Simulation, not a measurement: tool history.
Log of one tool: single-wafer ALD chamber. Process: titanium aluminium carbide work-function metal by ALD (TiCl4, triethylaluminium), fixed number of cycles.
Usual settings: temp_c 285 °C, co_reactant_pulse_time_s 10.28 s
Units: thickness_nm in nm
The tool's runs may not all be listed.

run,day,temp_c,co_reactant_pulse_time_s,wafers since the last listed run,hours since the last thermocouple change,hours since the last triethylaluminium bottle change,hours since the showerhead was replaced,hours since the gauge calibration,"read-back reference wafer on the same gauge, thickness_nm",thickness_nm
1,0.000,285,10.28,0,2598.1,840.0,4653.2,371.7,1.849,1.705
2,0.896,285,10.28,279,2619.6,861.5,4674.7,393.2,1.850,1.716
3,1.679,291,10.28,243,2638.4,880.3,4693.5,412.0,1.849,1.761
4,2.517,291,10.28,260,2658.5,900.4,4713.6,432.1,1.855,1.781
5,3.575,291,10.28,329,2683.9,925.8,4739.0,457.5,1.851,1.763
6,4.650,285,10.28,334,2709.7,951.6,4764.8,483.3,1.851,1.710
# day 5.238: gauge calibrated
7,5.312,285,10.28,206,2725.6,967.5,4780.7,1.8,1.851,1.713
# day 5.875: showerhead replaced
8,6.733,285,10.28,338,2759.7,1001.6,20.6,35.9,1.851,1.708
9,7.658,285,10.28,288,2781.9,1023.8,42.8,58.1,1.850,1.719
# day 8.238: thermocouple changed; heater temperature recalibrated
10,8.992,290,7.78,311,18.1,1055.8,74.8,90.1,1.851,1.570
11,10.158,291,11.96,363,46.1,1083.8,102.8,118.1,1.850,1.827
12,11.538,276,13.36,429,79.2,1116.9,135.9,151.2,1.852,1.734
# day 12.262: triethylaluminium bottle replaced
13,12.283,285,10.28,128,97.1,0.5,153.8,169.1,1.853,1.883
14,13.692,271,6.89,438,130.9,34.3,187.6,202.9,1.847,1.595
15,14.300,285,8.75,189,145.5,48.9,202.2,217.5,1.849,1.832
16,15.546,285,10.28,388,175.4,78.8,232.1,247.4,1.849,1.871
17,17.029,290,7.68,462,211.0,114.4,267.7,283.0,1.850,1.800

Forecast each of these 3 alternatives for the next run:
A,17.046,293,10.28,5,211.4,114.8,268.1,283.4,?,?
B,17.046,291,12.06,5,211.4,114.8,268.1,283.4,?,?
C,17.046,275,13.85,5,211.4,114.8,268.1,283.4,?,?

run,"read-back reference wafer on the same gauge, thickness_nm",thickness_nm
A,1.850,1.937
B,1.850,1.956
C,1.850,1.817
Without the tool's hidden state the same runs would have given:
run,thickness_nm
A,1.967
B,1.975
C,1.828
